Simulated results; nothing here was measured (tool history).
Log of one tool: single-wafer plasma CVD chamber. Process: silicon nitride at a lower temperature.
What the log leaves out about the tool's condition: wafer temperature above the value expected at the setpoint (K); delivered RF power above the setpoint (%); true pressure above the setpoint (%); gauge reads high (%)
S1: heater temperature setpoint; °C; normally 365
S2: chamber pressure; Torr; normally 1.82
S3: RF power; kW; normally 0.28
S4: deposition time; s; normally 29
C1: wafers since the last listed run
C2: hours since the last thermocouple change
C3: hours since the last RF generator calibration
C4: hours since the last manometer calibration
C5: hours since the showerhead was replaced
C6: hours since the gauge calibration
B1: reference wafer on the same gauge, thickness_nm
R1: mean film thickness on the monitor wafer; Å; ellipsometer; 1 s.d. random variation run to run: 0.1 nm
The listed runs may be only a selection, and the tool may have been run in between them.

run	hour	S1	S2	S3	S4	C1	C2	C3	C4	C5	C6	B1	R1
1	0	365	1.82	0.28	29	0	1873.9	545.8	703.7	644.7	3133.6	35.819	308.82
2	70.6	365	1.82	0.28	29	1508	1944.5	616.4	774.3	715.3	3204.2	35.808	310.34
3	110	365	1.82	0.28	29	842	1983.9	655.8	813.7	754.7	3243.6	35.79	308.77
4	180.2	353	2.02	0.245	31.8	1500	2054.1	726	883.9	824.9	3313.8	35.839	312.18
5	274.3	357	2.14	0.31	24.6	2011	2148.2	820.1	978	919	3407.9	35.772	299.57
# hour 385.6: RF generator calibrated
6	434.1	365	1.82	0.28	29	3244	2308	48.5	1137.8	1078.8	3567.7	35.795	312.99
# hour 518: thermocouple changed; heater temperature recalibrated
7	528	371	2.06	0.28	29	1835	10	142.4	1231.7	1172.7	3661.6	35.819	325.59
8	577	356	2.01	0.23	25.2	1047	59	191.4	1280.7	1221.7	3710.6	35.779	234.98
9	621.1	350	1.58	0.325	25.4	942	103.1	235.5	1324.8	1265.8	3754.7	35.814	296.66
10	705.7	375	1.82	0.28	29	1808	187.7	320.1	1409.4	1350.4	3839.3	35.81	310.29
11	785.5	365	2.02	0.315	29	1705	267.5	399.9	1489.2	1430.2	3919.1	35.822	354.89
12	853	360	1.82	0.23	27	1442	335	467.4	1556.7	1497.7	3986.6	35.824	242.08
13	1044.8	365	1.51	0.33	33.9	4099	526.8	659.2	1748.5	1689.5	4178.4	35.775	387.43
# hour 1082: capacitance manometer re-zeroed and calibrated
14	1101.8	365	1.82	0.28	29	1047	583.8	716.2	19.8	1746.5	4235.4	35.801	306.75
15	1158.1	365	1.82	0.28	29	1203	640.1	772.5	76.1	1802.8	4291.7	35.815	306.46
# hour 1211.4: gauge calibrated
16	1254	365	1.82	0.315	29	2049	736	868.4	172	1898.7	42.6	35.802	335.99
# hour 1327.9: RF generator calibrated
17	1443.7	370	1.82	0.28	29	3883	925.7	115.8	361.7	2088.4	232.3	35.799	311.85
18	1509.7	376	1.56	0.28	26.2	1410	991.7	181.8	427.7	2154.4	298.3	35.804	267.01
19	1563.7	376	1.56	0.28	26.2	1154	1045.7	235.8	481.7	2208.4	352.3	35.8	266.92
20	1639.4	365	2.21	0.28	29	1617	1121.4	311.5	557.4	2284.1	428	35.839	331.95
21	1723.3	365	1.82	0.28	29	1793	1205.3	395.4	641.3	2368	511.9	35.806	310.23
22	1820.8	358	2.01	0.225	29	2083	1302.8	492.9	738.8	2465.5	609.4	35.81	263.59
23	1859.1	365	2.21	0.245	31.4	818	1341.1	531.2	777.1	2503.8	647.7	35.797	315.84
24	1926.4	361	2.2	0.23	24	1438	1408.4	598.5	844.4	2571.1	715	35.795	227.68
25	1993.8	352	2.14	0.24	25.3	1440	1475.8	665.9	911.8	2638.5	782.4	35.839	248.08
26	2049.7	365	1.82	0.28	29	1194	1531.7	721.8	967.7	2694.4	838.3	35.822	307.58
# hour 2075.8: RF generator calibrated
27	2139.5	356	2.27	0.28	29	1748	1621.5	63.7	1057.5	2784.2	928.1	35.795	338.33

Consider 5 possible next runs. They are alternatives, not a sequence: every one starts from the tool as it was left by run 27. What does each give?
A	2139.9	365	1.82	0.33	29	8	1621.9	64.1	1057.9	2784.6	928.5	?	?
B	2139.9	373	1.82	0.28	29	8	1621.9	64.1	1057.9	2784.6	928.5	?	?
C	2139.9	352	1.82	0.225	34.8	8	1621.9	64.1	1057.9	2784.6	928.5	?	?
D	2139.9	375	1.82	0.335	29	8	1621.9	64.1	1057.9	2784.6	928.5	?	?
E	2139.9	365	2.17	0.28	29	8	1621.9	64.1	1057.9	2784.6	928.5	?	?

run	B1	R1
A	35.801	359.59
B	35.801	314.2
C	35.801	311.62
D	35.801	362.44
E	35.801	332.81
With the hidden condition removed and each run's random variation left untouched, the same runs would have given:
run	R1
A	360.34
B	314.9
C	312.38
D	363.19
E	333.55
